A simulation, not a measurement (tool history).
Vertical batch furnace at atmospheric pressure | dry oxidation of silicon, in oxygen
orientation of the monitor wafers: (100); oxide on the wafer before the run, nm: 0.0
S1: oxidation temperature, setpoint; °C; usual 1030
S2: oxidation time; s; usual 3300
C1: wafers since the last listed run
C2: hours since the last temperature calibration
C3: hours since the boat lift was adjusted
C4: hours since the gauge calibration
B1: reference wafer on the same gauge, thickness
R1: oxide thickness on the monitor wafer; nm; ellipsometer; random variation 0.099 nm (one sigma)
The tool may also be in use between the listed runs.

run,hour,S1,S2,C1,C2,C3,C4,B1,R1
1,0.0,1030,3300,0,4339.3,2248.5,48.5,72.41,67.16
2,10.4,1030,3300,168,4349.7,2258.9,58.9,72.42,67.26
3,16.7,1030,3300,101,4356.0,2265.2,65.2,72.43,67.29
4,31.5,1030,3300,239,4370.8,2280.0,80.0,72.38,67.29
5,39.4,1024,3300,127,4378.7,2287.9,87.9,72.40,63.64
6,47.2,1024,3300,126,4386.5,2295.7,95.7,72.39,63.66
7,54.8,1024,3300,122,4394.1,2303.3,103.3,72.39,63.66
8,71.4,1030,3300,268,4410.7,2319.9,119.9,72.43,67.30
9,80.6,1030,3300,148,4419.9,2329.1,129.1,72.41,67.09
10,96.3,1030,3300,254,4435.6,2344.8,144.8,72.36,67.28
11,103.6,1030,3300,118,4442.9,2352.1,152.1,72.38,67.36
12,120.5,1030,3300,273,4459.8,2369.0,169.0,72.39,67.20
13,132.6,1022,4050,195,4471.9,2381.1,181.1,72.42,71.40
14,138.8,1022,4050,100,4478.1,2387.3,187.3,72.42,71.44
15,155.4,1022,4050,268,4494.7,2403.9,203.9,72.41,71.43
16,170.1,1030,3300,237,4509.4,2418.6,218.6,72.39,67.34
17,185.6,1030,3300,250,4524.9,2434.1,234.1,72.39,67.21
# hour 236.2: boat lift adjusted
18,236.7,1030,3300,438,4576.0,0.5,285.2,72.37,69.52
19,245.2,1030,3300,137,4584.5,9.0,293.7,72.40,69.61
20,255.3,1054,2190,163,4594.6,19.1,303.8,72.44,65.96
# hour 272.1: gauge calibrated
# hour 283.6: thermocouples replaced and temperature profile calibrated
21,284.1,1018,3300,77,0.5,47.9,12.0,72.41,59.35
22,288.2,1030,3300,66,4.6,52.0,16.1,72.41,66.22
23,295.8,1019,3300,122,12.2,59.6,23.7,72.39,59.73
24,303.8,1024,3300,129,20.2,67.6,31.7,72.40,62.43
25,316.3,1037,2730,202,32.7,80.1,44.2,72.40,62.50
26,330.2,1053,1710,224,46.6,94.0,58.1,72.36,53.67
27,340.8,1030,3300,171,57.2,104.6,68.7,72.40,65.91
28,349.9,1051,4050,147,66.3,113.7,77.8,72.44,90.60
29,364.6,1022,3750,237,81.0,128.4,92.5,72.38,66.76
30,374.2,1046,1950,155,90.6,138.0,102.1,72.37,54.78
31,380.8,1030,3300,106,97.2,144.6,108.7,72.36,66.23
32,398.1,1039,4740,279,114.5,161.9,126.0,72.41,90.65
33,415.9,1030,3300,288,132.3,179.7,143.8,72.38,65.95
34,431.6,1013,3300,254,148.0,195.4,159.5,72.42,56.63
35,441.1,1014,3840,153,157.5,204.9,169.0,72.39,63.05
36,457.3,1041,3300,262,173.7,221.1,185.2,72.41,72.69
37,473.5,1049,4350,262,189.9,237.3,201.4,72.39,93.09
38,490.8,1008,2610,279,207.2,254.6,218.7,72.37,46.58

3 ways to go on from here, each from the tool as it stands after run 38. What would each give?
A,494.9,1048,3300,66,211.3,258.7,222.8,?,?
B,494.9,1010,1800,66,211.3,258.7,222.8,?,?
C,494.9,1023,4500,66,211.3,258.7,222.8,?,?

run,B1,R1
A,72.42,77.17
B,72.42,38.02
C,72.42,75.82
Without the tool's hidden state the same runs would have given:
run,R1
A,77.46
B,38.17
C,76.12
